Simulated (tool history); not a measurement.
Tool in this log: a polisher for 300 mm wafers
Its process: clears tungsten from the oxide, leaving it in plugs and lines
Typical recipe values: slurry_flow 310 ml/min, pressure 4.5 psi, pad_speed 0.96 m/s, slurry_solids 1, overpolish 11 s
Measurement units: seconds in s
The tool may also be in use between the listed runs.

run    hour  slurry_flow  pressure  pad_speed  slurry_solids  overpolish  incoming thickness of the incoming film, nm  seconds
  1       0          310       4.5       0.96              1          11                                        414.7     80.8
       35.2  -- slurry tank refilled with fresh slurry and peroxide
  2    35.7          310       4.5       0.96              1          11                                        414.1     82.7
  3    87.5          310       4.5       0.96              1          11                                        414.4       79
  4   129.3          310       4.5       0.96              1          11                                        415.8     80.5
      159.6  -- worn pad replaced by a new one
      163.6  -- slurry blender recalibrated
  5   164.1          310       4.5       0.96              1          11                                          418     81.5
  6   217.2          310       4.5       0.96              1          11                                        414.3     79.8
        237  -- slurry tank refilled with fresh slurry and peroxide
  7   243.8          310       4.5       0.96              1          11                                        415.6     78.6
  8   300.9          310       4.5       0.96              1          11                                        420.6     79.2
  9   353.8          310       4.5       0.96              1          11                                        418.1     78.7
      358.6  -- worn pad replaced by a new one
      394.3  -- slurry nozzle cleaned
 10   417.3          310       4.5       0.96              1          11                                        409.9     74.9
      435.1  -- slurry blender recalibrated
      435.1  -- slurry tank refilled with fresh slurry and peroxide
      437.5  -- head pressure recalibrated
 11   486.2          310       4.5       0.96              1          11                                        418.2     75.5
 12   515.3          310       4.5       0.96              1          11                                        412.3     72.6
 13   542.4          380       4.5       0.96            0.8          11                                        408.2     73.5
      563.9  -- worn pad replaced by a new one
 14   641.9          310       4.5       0.96              1          11                                        414.3     70.8
      646.6  -- head pressure recalibrated, repeated, since the last time left the tool worse
      647.9  -- slurry tank refilled with fresh slurry and peroxide
 15   684.6          310       3.3       0.66            1.2          17                                        421.6    151.3
      732.5  -- slurry blender recalibrated
 16   746.5          310       3.8       0.96            1.2          11                                        415.3       93
      759.8  -- worn pad replaced by a new one
 17   805.7          225       4.5       1.18            0.9          11                                        423.1     71.1
      858.9  -- slurry tank refilled with fresh slurry and peroxide
 18     867          310       4.5       0.96              1           8                                          418     79.4
 19   914.3          225       4.5       1.18            0.9          11                                        412.9     65.6
 20   950.4          360       4.5       1.12              1          11                                        410.2     65.9
      980.9  -- worn pad replaced by a new one
 21  1018.2          310       4.5       0.96              1          11                                        413.4     79.9
     1029.8  -- slurry blender recalibrated
     1041.4  -- slurry nozzle cleaned
     1054.8  -- slurry tank refilled with fresh slurry and peroxide
 22  1065.7          255       4.5       0.96            1.1          11                                        411.6     77.3
 23  1093.2          230       4.5       0.96            1.2          11                                        419.8     75.6
       1110  -- head pressure recalibrated
 24  1136.8          375       3.9       0.96              1          11                                        414.3     94.2

Forecast each of these 3 alternatives for the next run:
  A  1137.2          310       4.5       0.96              1          11                                        411.1        ?
  B  1137.2          310       4.5       1.12           0.85          17                                        411.1        ?
  C  1137.2          310       4.5       0.78              1          11                                        411.1        ?

run  seconds
  A     81.4
  B     73.4
  C     99.4
What these runs would have given with no unlogged condition in the tool:
run  seconds
  A     81.4
  B     73.3
  C     99.3
